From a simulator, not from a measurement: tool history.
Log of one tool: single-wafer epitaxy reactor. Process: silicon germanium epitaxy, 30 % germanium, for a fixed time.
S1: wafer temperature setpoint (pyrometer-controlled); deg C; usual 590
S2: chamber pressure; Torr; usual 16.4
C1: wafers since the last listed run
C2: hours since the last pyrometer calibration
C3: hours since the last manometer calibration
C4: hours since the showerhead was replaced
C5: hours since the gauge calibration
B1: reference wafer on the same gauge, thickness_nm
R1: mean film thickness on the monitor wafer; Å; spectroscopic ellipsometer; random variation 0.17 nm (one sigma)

{"run": 1, "hour": 0.0, "S1": 590, "S2": 16.4, "C1": 0, "C2": 1846, "C3": 657.4, "C4": 2937.2, "C5": 132.5, "B1": 44.321, "R1": 482.73}
{"run": 2, "hour": 16.8, "S1": 590, "S2": 16.4, "C1": 386, "C2": 1862.8, "C3": 674.2, "C4": 2954, "C5": 149.3, "B1": 44.304, "R1": 483.45}
{"run": 3, "hour": 34.6, "S1": 590, "S2": 16.4, "C1": 409, "C2": 1880.6, "C3": 692, "C4": 2971.8, "C5": 167.1, "B1": 44.261, "R1": 483.66}
{"run": 4, "hour": 44.4, "S1": 590, "S2": 17.3, "C1": 225, "C2": 1890.4, "C3": 701.8, "C4": 2981.6, "C5": 176.9, "B1": 44.324, "R1": 497.5}
{"run": 5, "hour": 57.5, "S1": 590, "S2": 16.4, "C1": 301, "C2": 1903.5, "C3": 714.9, "C4": 2994.7, "C5": 190, "B1": 44.339, "R1": 483.32}
{"run": 6, "hour": 92.2, "S1": 590, "S2": 16.4, "C1": 797, "C2": 1938.2, "C3": 749.6, "C4": 3029.4, "C5": 224.7, "B1": 44.372, "R1": 485.44}
{"run": 7, "hour": 104.4, "S1": 590, "S2": 16.4, "C1": 280, "C2": 1950.4, "C3": 761.8, "C4": 3041.6, "C5": 236.9, "B1": 44.301, "R1": 482.81}
{"run": 8, "hour": 112.6, "S1": 590, "S2": 16.4, "C1": 188, "C2": 1958.6, "C3": 770, "C4": 3049.8, "C5": 245.1, "B1": 44.26, "R1": 480.38}
{"run": 9, "hour": 123.3, "S1": 590, "S2": 16.4, "C1": 245, "C2": 1969.3, "C3": 780.7, "C4": 3060.5, "C5": 255.8, "B1": 44.345, "R1": 483.03}
{"run": 10, "hour": 134.8, "S1": 590, "S2": 16.4, "C1": 264, "C2": 1980.8, "C3": 792.2, "C4": 3072, "C5": 267.3, "B1": 44.351, "R1": 483.77}
{"hour": 147.3, "done": "showerhead replaced"}
{"run": 11, "hour": 147.8, "S1": 600, "S2": 19, "C1": 114, "C2": 1993.8, "C3": 805.2, "C4": 0.5, "C5": 280.3, "B1": 44.31, "R1": 637.85}
{"run": 12, "hour": 157.6, "S1": 590, "S2": 16.4, "C1": 225, "C2": 2003.6, "C3": 815, "C4": 10.3, "C5": 290.1, "B1": 44.285, "R1": 486.34}
{"run": 13, "hour": 165.7, "S1": 590, "S2": 16.4, "C1": 186, "C2": 2011.7, "C3": 823.1, "C4": 18.4, "C5": 298.2, "B1": 44.258, "R1": 483.04}
{"run": 14, "hour": 195.2, "S1": 590, "S2": 16.4, "C1": 678, "C2": 2041.2, "C3": 852.6, "C4": 47.9, "C5": 327.7, "B1": 44.247, "R1": 484.49}
{"hour": 204.8, "done": "capacitance manometer re-zeroed and calibrated"}
{"run": 15, "hour": 205.3, "S1": 590, "S2": 14.6, "C1": 48, "C2": 2051.3, "C3": 0.5, "C4": 58, "C5": 337.8, "B1": 44.254, "R1": 446.15}
{"run": 16, "hour": 219.5, "S1": 590, "S2": 14.6, "C1": 326, "C2": 2065.5, "C3": 14.7, "C4": 72.2, "C5": 352, "B1": 44.294, "R1": 444.79}
{"run": 17, "hour": 227.6, "S1": 590, "S2": 13.3, "C1": 186, "C2": 2073.6, "C3": 22.8, "C4": 80.3, "C5": 360.1, "B1": 44.313, "R1": 427.15}
{"run": 18, "hour": 244.9, "S1": 590, "S2": 18.1, "C1": 397, "C2": 2090.9, "C3": 40.1, "C4": 97.6, "C5": 377.4, "B1": 44.225, "R1": 496.96}
{"run": 19, "hour": 256.8, "S1": 590, "S2": 12.4, "C1": 273, "C2": 2102.8, "C3": 52, "C4": 109.5, "C5": 389.3, "B1": 44.319, "R1": 410.63}
{"run": 20, "hour": 266.0, "S1": 579, "S2": 14.8, "C1": 211, "C2": 2112, "C3": 61.2, "C4": 118.7, "C5": 398.5, "B1": 44.304, "R1": 353.69}
{"hour": 279.4, "done": "pyrometer calibrated"}
{"run": 21, "hour": 279.9, "S1": 590, "S2": 16.4, "C1": 135, "C2": 0.5, "C3": 75.1, "C4": 132.6, "C5": 412.4, "B1": 44.269, "R1": 471.75}
{"run": 22, "hour": 288.2, "S1": 590, "S2": 16.4, "C1": 190, "C2": 8.8, "C3": 83.4, "C4": 140.9, "C5": 420.7, "B1": 44.34, "R1": 476.5}
{"hour": 289.9, "done": "gauge calibrated"}
{"run": 23, "hour": 294.9, "S1": 590, "S2": 16.4, "C1": 154, "C2": 15.5, "C3": 90.1, "C4": 147.6, "C5": 5, "B1": 44.266, "R1": 469.85}
{"run": 24, "hour": 301.0, "S1": 600, "S2": 16.4, "C1": 140, "C2": 21.6, "C3": 96.2, "C4": 153.7, "C5": 11.1, "B1": 44.294, "R1": 585.36}
{"run": 25, "hour": 308.6, "S1": 590, "S2": 18.4, "C1": 174, "C2": 29.2, "C3": 103.8, "C4": 161.3, "C5": 18.7, "B1": 44.303, "R1": 500.83}
{"run": 26, "hour": 318.6, "S1": 578, "S2": 14.5, "C1": 229, "C2": 39.2, "C3": 113.8, "C4": 171.3, "C5": 28.7, "B1": 44.298, "R1": 342.87}
{"run": 27, "hour": 329.9, "S1": 596, "S2": 18.5, "C1": 259, "C2": 50.5, "C3": 125.1, "C4": 182.6, "C5": 40, "B1": 44.264, "R1": 569.4}
{"run": 28, "hour": 347.5, "S1": 590, "S2": 16.4, "C1": 404, "C2": 68.1, "C3": 142.7, "C4": 200.2, "C5": 57.6, "B1": 44.307, "R1": 476.02}
{"run": 29, "hour": 355.8, "S1": 590, "S2": 13.9, "C1": 190, "C2": 76.4, "C3": 151, "C4": 208.5, "C5": 65.9, "B1": 44.352, "R1": 435.4}
{"run": 30, "hour": 390.7, "S1": 590, "S2": 16.4, "C1": 802, "C2": 111.3, "C3": 185.9, "C4": 243.4, "C5": 100.8, "B1": 44.288, "R1": 473.6}
{"run": 31, "hour": 397.3, "S1": 599, "S2": 12.4, "C1": 151, "C2": 117.9, "C3": 192.5, "C4": 250, "C5": 107.4, "B1": 44.397, "R1": 497.93}
{"run": 32, "hour": 408.7, "S1": 590, "S2": 17.3, "C1": 262, "C2": 129.3, "C3": 203.9, "C4": 261.4, "C5": 118.8, "B1": 44.324, "R1": 487.15}
{"run": 33, "hour": 420.7, "S1": 590, "S2": 16.4, "C1": 275, "C2": 141.3, "C3": 215.9, "C4": 273.4, "C5": 130.8, "B1": 44.272, "R1": 474.93}
{"run": 34, "hour": 435.4, "S1": 590, "S2": 12.9, "C1": 337, "C2": 156, "C3": 230.6, "C4": 288.1, "C5": 145.5, "B1": 44.248, "R1": 421.29}

3 ways to go on from here, each from the tool as it stands after run 34. What would each give?
{"run": "A", "hour": 435.8, "S1": 590, "S2": 16.4, "C1": 9, "C2": 156.4, "C3": 231, "C4": 288.5, "C5": 145.9, "B1": "?", "R1": "?"}
{"run": "B", "hour": 435.8, "S1": 596, "S2": 14.6, "C1": 9, "C2": 156.4, "C3": 231, "C4": 288.5, "C5": 145.9, "B1": "?", "R1": "?"}
{"run": "C", "hour": 435.8, "S1": 577, "S2": 16.4, "C1": 9, "C2": 156.4, "C3": 231, "C4": 288.5, "C5": 145.9, "B1": "?", "R1": "?"}

run=A B1=44.277 R1=476.38
run=B B1=44.277 R1=511.33
run=C B1=44.277 R1=359.37
Without the tool's hidden state the same runs would have given:
run=A R1=472.31
run=B R1=506.97
run=C R1=356.3
